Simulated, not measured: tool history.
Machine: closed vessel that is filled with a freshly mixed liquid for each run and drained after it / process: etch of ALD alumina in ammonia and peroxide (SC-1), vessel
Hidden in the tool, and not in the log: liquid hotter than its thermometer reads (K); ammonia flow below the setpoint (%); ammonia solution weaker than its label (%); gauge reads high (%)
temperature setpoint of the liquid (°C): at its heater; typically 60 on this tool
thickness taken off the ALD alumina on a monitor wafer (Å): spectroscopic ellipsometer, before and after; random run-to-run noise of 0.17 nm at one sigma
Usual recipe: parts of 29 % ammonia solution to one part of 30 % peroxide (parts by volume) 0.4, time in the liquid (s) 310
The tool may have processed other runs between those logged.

| run | hour | temperature setpoint of the liquid (°C) | parts of 29 % ammonia solution to one part of 30 % peroxide (parts by volume) | time in the liquid (s) | wafers since the last listed run | hours since the thermometer was replaced | hours since the ammonia flow meter was replaced | hours since the drum of ammonia solution was connected | hours since the gauge calibration | read-back film thickness of the ALD alumina reference wafer, read on the same gauge (nm) | thickness taken off the ALD alumina on a monitor wafer (Å) |
|---|---|---|---|---|---|---|---|---|---|---|---|
| 1 | 0 | 60 | 0.4 | 200 | 0 | 2268.9 | 1399.9 | 209.8 | 725 | 60 | 178.3 |
| 2 | 17.2 | 60 | 0.4 | 310 | 1464 | 2286.1 | 1417.1 | 227 | 742.2 | 60 | 276.7 |
| 3 | 47.9 | 60 | 0.4 | 310 | 2613 | 2316.8 | 1447.8 | 257.7 | 772.9 | 60 | 273.9 |
|  | 47.9 | gauge calibrated |
| 4 | 62.2 | 60 | 0.4 | 310 | 1217 | 2331.1 | 1462.1 | 272 | 14.3 | 60.03 | 277.8 |
| 5 | 68.6 | 60 | 0.45 | 310 | 544 | 2337.5 | 1468.5 | 278.4 | 20.7 | 60.01 | 281.7 |
| 6 | 83.5 | 54 | 0.6 | 310 | 1268 | 2352.4 | 1483.4 | 293.3 | 35.6 | 59.99 | 212.2 |
| 7 | 97 | 50 | 0.4 | 420 | 1149 | 2365.9 | 1496.9 | 306.8 | 49.1 | 59.98 | 221.7 |
|  | 102.2 | ammonia flow meter replaced |
| 8 | 110.5 | 63.5 | 0.4 | 310 | 1064 | 2379.4 | 8.3 | 320.3 | 62.6 | 59.98 | 324.8 |
| 9 | 123.4 | 57 | 0.35 | 375 | 1098 | 2392.3 | 21.2 | 333.2 | 75.5 | 60.01 | 284.7 |
| 10 | 136.1 | 60 | 0.4 | 310 | 1081 | 2405 | 33.9 | 345.9 | 88.2 | 59.98 | 275.6 |
| 11 | 145.9 | 67 | 0.2 | 310 | 834 | 2414.8 | 43.7 | 355.7 | 98 | 59.97 | 367.9 |
| 12 | 162.6 | 60 | 0.4 | 310 | 1421 | 2431.5 | 60.4 | 372.4 | 114.7 | 60.02 | 274.3 |
| 13 | 178.4 | 57 | 0.35 | 375 | 1345 | 2447.3 | 76.2 | 388.2 | 130.5 | 59.98 | 281.6 |
| 14 | 189.1 | 68 | 0.4 | 180 | 911 | 2458 | 86.9 | 398.9 | 141.2 | 60.01 | 238.1 |
| 15 | 197.2 | 67 | 0.4 | 310 | 689 | 2466.1 | 95 | 407 | 149.3 | 60 | 396.8 |
| 16 | 211.4 | 60 | 0.4 | 460 | 1209 | 2480.3 | 109.2 | 421.2 | 163.5 | 60.02 | 416.4 |
| 17 | 228.5 | 60 | 0.4 | 310 | 1455 | 2497.4 | 126.3 | 438.3 | 180.6 | 60 | 280.2 |
| 18 | 236.6 | 69 | 0.6 | 245 | 689 | 2505.5 | 134.4 | 446.4 | 188.7 | 60.01 | 354.1 |
| 19 | 247.3 | 60 | 0.4 | 310 | 911 | 2516.2 | 145.1 | 457.1 | 199.4 | 60.01 | 277.1 |
|  | 254.1 | thermometer replaced |
|  | 263.9 | new drum of ammonia solution connected |
| 20 | 286.2 | 53.5 | 0.45 | 495 | 3141 | 32.1 | 184 | 22.3 | 238.3 | 60 | 288.4 |
| 21 | 301.2 | 60 | 0.5 | 195 | 1277 | 47.1 | 199 | 37.3 | 253.3 | 60.01 | 160.4 |
| 22 | 307.3 | 60 | 0.2 | 250 | 519 | 53.2 | 205.1 | 43.4 | 259.4 | 60 | 185.2 |
| 23 | 318.6 | 60 | 0.4 | 310 | 962 | 64.5 | 216.4 | 54.7 | 270.7 | 59.98 | 245.1 |
| 24 | 331.5 | 66.5 | 0.3 | 435 | 1098 | 77.4 | 229.3 | 67.6 | 283.6 | 59.99 | 460.8 |
| 25 | 347.7 | 60 | 0.3 | 180 | 1379 | 93.6 | 245.5 | 83.8 | 299.8 | 59.99 | 140.9 |
| 26 | 358.2 | 60 | 0.2 | 250 | 893 | 104.1 | 256 | 94.3 | 310.3 | 59.99 | 186.2 |
| 27 | 375.3 | 64 | 0.55 | 310 | 1455 | 121.2 | 273.1 | 111.4 | 327.4 | 60 | 313.3 |
| 28 | 383.8 | 68.5 | 0.25 | 255 | 723 | 129.7 | 281.6 | 119.9 | 335.9 | 59.99 | 297.3 |
| 29 | 433.5 | 65.5 | 0.45 | 435 | 4231 | 179.4 | 331.3 | 169.6 | 385.6 | 59.99 | 463.2 |

Forecast each of these 4 alternatives for the next run:
| A | 434.2 | 60 | 0.4 | 375 | 59 | 180.1 | 332 | 170.3 | 386.3 | ? | ? |
| B | 434.2 | 64 | 0.4 | 310 | 59 | 180.1 | 332 | 170.3 | 386.3 | ? | ? |
| C | 434.2 | 52 | 0.2 | 310 | 59 | 180.1 | 332 | 170.3 | 386.3 | ? | ? |
| D | 434.2 | 65 | 0.4 | 310 | 59 | 180.1 | 332 | 170.3 | 386.3 | ? | ? |

| run | read-back film thickness of the ALD alumina reference wafer, read on the same gauge (nm) | thickness taken off the ALD alumina on a monitor wafer (Å) |
|---|---|---|
| A | 60.01 | 300.9 |
| B | 60.01 | 304.5 |
| C | 60.01 | 152.8 |
| D | 60.01 | 320 |
Without the tool's hidden state the same runs would have given:
| run | thickness taken off the ALD alumina on a monitor wafer (Å) |
|---|---|
| A | 298.4 |
| B | 302.1 |
| C | 151.4 |
| D | 317.5 |

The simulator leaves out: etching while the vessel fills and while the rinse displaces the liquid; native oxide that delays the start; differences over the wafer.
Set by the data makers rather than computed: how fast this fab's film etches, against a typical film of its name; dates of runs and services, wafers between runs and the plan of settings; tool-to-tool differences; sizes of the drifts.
